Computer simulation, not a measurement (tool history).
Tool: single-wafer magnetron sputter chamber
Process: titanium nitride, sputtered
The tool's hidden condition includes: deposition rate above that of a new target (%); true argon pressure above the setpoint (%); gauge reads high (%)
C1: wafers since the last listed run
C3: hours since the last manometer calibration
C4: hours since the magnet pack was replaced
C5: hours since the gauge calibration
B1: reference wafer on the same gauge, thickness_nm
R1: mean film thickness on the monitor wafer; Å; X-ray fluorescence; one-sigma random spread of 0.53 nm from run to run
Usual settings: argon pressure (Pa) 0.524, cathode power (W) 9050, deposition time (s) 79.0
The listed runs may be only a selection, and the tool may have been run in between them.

{"run": 1, "day": 0.0, "argon pressure (Pa)": 0.628, "cathode power (W)": 9050, "deposition time (s)": 79.0, "C1": 0, "wafers on the sputter target": 5836, "C3": 2402.2, "C4": 8953.6, "C5": 202.8, "B1": 127.037, "R1": 1233.41}
{"run": 2, "day": 0.329, "argon pressure (Pa)": 0.628, "cathode power (W)": 9050, "deposition time (s)": 79.0, "C1": 124, "wafers on the sputter target": 5960, "C3": 2410.1, "C4": 8961.5, "C5": 210.7, "B1": 126.923, "R1": 1234.36}
{"run": 3, "day": 1.8, "argon pressure (Pa)": 0.524, "cathode power (W)": 9850, "deposition time (s)": 79.0, "C1": 555, "wafers on the sputter target": 6516, "C3": 2445.4, "C4": 8996.8, "C5": 246.0, "B1": 127.01, "R1": 1372.34}
{"run": 4, "day": 2.167, "argon pressure (Pa)": 0.524, "cathode power (W)": 9050, "deposition time (s)": 85.7, "C1": 138, "wafers on the sputter target": 6654, "C3": 2454.2, "C4": 9005.6, "C5": 254.8, "B1": 126.861, "R1": 1382.75}
{"run": 5, "day": 2.571, "argon pressure (Pa)": 0.524, "cathode power (W)": 9050, "deposition time (s)": 85.7, "C1": 152, "wafers on the sputter target": 6807, "C3": 2463.9, "C4": 9015.3, "C5": 264.5, "B1": 127.019, "R1": 1364.09}
{"run": 6, "day": 3.225, "argon pressure (Pa)": 0.524, "cathode power (W)": 9050, "deposition time (s)": 85.7, "C1": 247, "wafers on the sputter target": 7054, "C3": 2479.6, "C4": 9031.0, "C5": 280.2, "B1": 127.029, "R1": 1380.58}
{"run": 7, "day": 3.779, "argon pressure (Pa)": 0.524, "cathode power (W)": 9050, "deposition time (s)": 73.0, "C1": 209, "wafers on the sputter target": 7263, "C3": 2492.9, "C4": 9044.3, "C5": 293.5, "B1": 127.229, "R1": 1173.64}
{"run": 8, "day": 4.238, "argon pressure (Pa)": 0.524, "cathode power (W)": 9050, "deposition time (s)": 79.0, "C1": 173, "wafers on the sputter target": 7436, "C3": 2503.9, "C4": 9055.3, "C5": 304.5, "B1": 127.065, "R1": 1265.59}
{"day": 4.45, "done": "gauge calibrated"}
{"run": 9, "day": 4.8, "argon pressure (Pa)": 0.524, "cathode power (W)": 9050, "deposition time (s)": 79.0, "C1": 212, "wafers on the sputter target": 7649, "C3": 2517.4, "C4": 9068.8, "C5": 8.4, "B1": 127.032, "R1": 1259.74}
{"run": 10, "day": 5.096, "argon pressure (Pa)": 0.524, "cathode power (W)": 9050, "deposition time (s)": 79.0, "C1": 111, "wafers on the sputter target": 7761, "C3": 2524.5, "C4": 9075.9, "C5": 15.5, "B1": 126.828, "R1": 1264.39}
{"run": 11, "day": 5.533, "argon pressure (Pa)": 0.524, "cathode power (W)": 9050, "deposition time (s)": 79.0, "C1": 165, "wafers on the sputter target": 7926, "C3": 2535.0, "C4": 9086.4, "C5": 26.0, "B1": 127.003, "R1": 1262.09}
{"run": 12, "day": 5.979, "argon pressure (Pa)": 0.472, "cathode power (W)": 9050, "deposition time (s)": 66.7, "C1": 168, "wafers on the sputter target": 8094, "C3": 2545.7, "C4": 9097.1, "C5": 36.7, "B1": 126.923, "R1": 1082.95}
{"run": 13, "day": 6.3, "argon pressure (Pa)": 0.472, "cathode power (W)": 9050, "deposition time (s)": 66.7, "C1": 121, "wafers on the sputter target": 8215, "C3": 2553.4, "C4": 9104.8, "C5": 44.4, "B1": 127.052, "R1": 1075.55}
{"run": 14, "day": 6.558, "argon pressure (Pa)": 0.472, "cathode power (W)": 9050, "deposition time (s)": 66.7, "C1": 97, "wafers on the sputter target": 8313, "C3": 2559.6, "C4": 9111.0, "C5": 50.6, "B1": 126.74, "R1": 1081.35}
{"day": 7.6, "done": "sputter target and shields replaced"}
{"day": 8.321, "done": "capacitance manometer re-zeroed and calibrated"}
{"run": 15, "day": 8.342, "argon pressure (Pa)": 0.708, "cathode power (W)": 7700, "deposition time (s)": 79.0, "C1": 421, "wafers on the sputter target": 154, "C3": 0.5, "C4": 9153.8, "C5": 93.4, "B1": 126.864, "R1": 1081.85}
{"run": 16, "day": 8.65, "argon pressure (Pa)": 0.524, "cathode power (W)": 10850, "deposition time (s)": 79.0, "C1": 116, "wafers on the sputter target": 270, "C3": 7.9, "C4": 9161.2, "C5": 100.8, "B1": 127.015, "R1": 1625.54}
{"run": 17, "day": 9.392, "argon pressure (Pa)": 0.524, "cathode power (W)": 9050, "deposition time (s)": 89.1, "C1": 280, "wafers on the sputter target": 550, "C3": 25.7, "C4": 9179.0, "C5": 118.6, "B1": 126.845, "R1": 1516.82}
{"run": 18, "day": 9.783, "argon pressure (Pa)": 0.626, "cathode power (W)": 9050, "deposition time (s)": 79.0, "C1": 147, "wafers on the sputter target": 698, "C3": 35.1, "C4": 9188.4, "C5": 128.0, "B1": 127.0, "R1": 1296.36}
{"day": 10.167, "done": "magnet pack replaced"}
{"run": 19, "day": 10.246, "argon pressure (Pa)": 0.524, "cathode power (W)": 9050, "deposition time (s)": 79.0, "C1": 48, "wafers on the sputter target": 747, "C3": 46.2, "C4": 1.9, "C5": 139.1, "B1": 127.062, "R1": 1345.63}

The next listed run, before its measurement:
{"run": 20, "day": 10.504, "argon pressure (Pa)": 0.524, "cathode power (W)": 10850, "deposition time (s)": 79.0, "C1": 97, "wafers on the sputter target": 845, "C3": 52.4, "C4": 8.1, "C5": 145.3, "B1": "?", "R1": "?"}

Run 20 gave B1 127.118, R1 1599.99 Å.
Had the tool carried no hidden state, the very same run would have given R1 1647.22 Å.

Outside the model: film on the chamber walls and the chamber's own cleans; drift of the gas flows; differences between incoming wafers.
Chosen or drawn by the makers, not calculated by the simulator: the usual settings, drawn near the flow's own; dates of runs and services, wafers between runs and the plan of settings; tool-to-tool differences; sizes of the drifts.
